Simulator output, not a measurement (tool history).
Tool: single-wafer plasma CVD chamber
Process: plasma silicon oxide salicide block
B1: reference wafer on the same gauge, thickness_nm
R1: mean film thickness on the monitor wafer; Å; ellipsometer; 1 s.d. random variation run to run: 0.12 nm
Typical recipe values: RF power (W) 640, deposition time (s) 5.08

{"run": 1, "hour": 0.0, "RF power (W)": 575, "deposition time (s)": 4.76, "B1": 57.478, "R1": 438.76}
{"run": 2, "hour": 69.8, "RF power (W)": 730, "deposition time (s)": 5.08, "B1": 57.507, "R1": 496.13}
{"run": 3, "hour": 130.1, "RF power (W)": 730, "deposition time (s)": 5.08, "B1": 57.482, "R1": 496.76}
{"run": 4, "hour": 225.8, "RF power (W)": 605, "deposition time (s)": 5.08, "B1": 57.542, "R1": 472.57}
{"run": 5, "hour": 312.9, "RF power (W)": 605, "deposition time (s)": 5.08, "B1": 57.47, "R1": 470.48}
{"hour": 345.8, "done": "RF generator calibrated"}
{"run": 6, "hour": 406.2, "RF power (W)": 605, "deposition time (s)": 5.08, "B1": 57.491, "R1": 476.3}
{"run": 7, "hour": 458.5, "RF power (W)": 640, "deposition time (s)": 4.58, "B1": 57.45, "R1": 436.39}
{"run": 8, "hour": 523.6, "RF power (W)": 640, "deposition time (s)": 4.58, "B1": 57.442, "R1": 435.97}
{"hour": 599.9, "done": "gauge calibrated"}
{"run": 9, "hour": 623.9, "RF power (W)": 640, "deposition time (s)": 4.58, "B1": 57.505, "R1": 437.5}
{"run": 10, "hour": 666.8, "RF power (W)": 640, "deposition time (s)": 5.08, "B1": 57.523, "R1": 484.16}
{"run": 11, "hour": 765.9, "RF power (W)": 675, "deposition time (s)": 5.08, "B1": 57.513, "R1": 488.61}
{"hour": 790.4, "done": "showerhead replaced"}
{"run": 12, "hour": 807.9, "RF power (W)": 675, "deposition time (s)": 5.08, "B1": 57.478, "R1": 488.87}
{"run": 13, "hour": 889.2, "RF power (W)": 550, "deposition time (s)": 5.48, "B1": 57.534, "R1": 496.89}
{"run": 14, "hour": 938.4, "RF power (W)": 605, "deposition time (s)": 5.08, "B1": 57.548, "R1": 474.86}
{"run": 15, "hour": 989.8, "RF power (W)": 750, "deposition time (s)": 4.2, "B1": 57.481, "R1": 414.66}
{"run": 16, "hour": 1055.6, "RF power (W)": 750, "deposition time (s)": 4.24, "B1": 57.551, "R1": 417.51}
{"run": 17, "hour": 1115.6, "RF power (W)": 640, "deposition time (s)": 4.08, "B1": 57.541, "R1": 384.41}
{"run": 18, "hour": 1197.1, "RF power (W)": 525, "deposition time (s)": 4.56, "B1": 57.501, "R1": 406.57}
{"hour": 1265.4, "done": "RF generator calibrated"}
{"run": 19, "hour": 1324.9, "RF power (W)": 680, "deposition time (s)": 4.57, "B1": 57.497, "R1": 442.49}
{"run": 20, "hour": 1389.9, "RF power (W)": 640, "deposition time (s)": 5.08, "B1": 57.562, "R1": 483.67}
{"run": 21, "hour": 1443.6, "RF power (W)": 640, "deposition time (s)": 5.08, "B1": 57.513, "R1": 484.81}
{"run": 22, "hour": 1534.0, "RF power (W)": 685, "deposition time (s)": 4.51, "B1": 57.51, "R1": 436.5}
{"run": 23, "hour": 1612.8, "RF power (W)": 565, "deposition time (s)": 4.21, "B1": 57.533, "R1": 384.74}
{"run": 24, "hour": 1713.1, "RF power (W)": 705, "deposition time (s)": 5.89, "B1": 57.53, "R1": 573.46}

Branching from run 24: 4 alternative next runs. What would each branch give?
{"run": "A", "hour": 1713.5, "RF power (W)": 745, "deposition time (s)": 5.08, "B1": "?", "R1": "?"}
{"run": "B", "hour": 1713.5, "RF power (W)": 640, "deposition time (s)": 6.02, "B1": "?", "R1": "?"}
{"run": "C", "hour": 1713.5, "RF power (W)": 685, "deposition time (s)": 6.04, "B1": "?", "R1": "?"}
{"run": "D", "hour": 1713.5, "RF power (W)": 680, "deposition time (s)": 5.92, "B1": "?", "R1": "?"}

run=A B1=57.498 R1=501.92
run=B B1=57.498 R1=570.18
run=C B1=57.498 R1=582.96
run=D B1=57.498 R1=570.21
Stripped of hidden state, with their random variation kept, the same runs would have yielded:
run=A R1=505.40
run=B R1=574.14
run=C R1=587.00
run=D R1=574.17
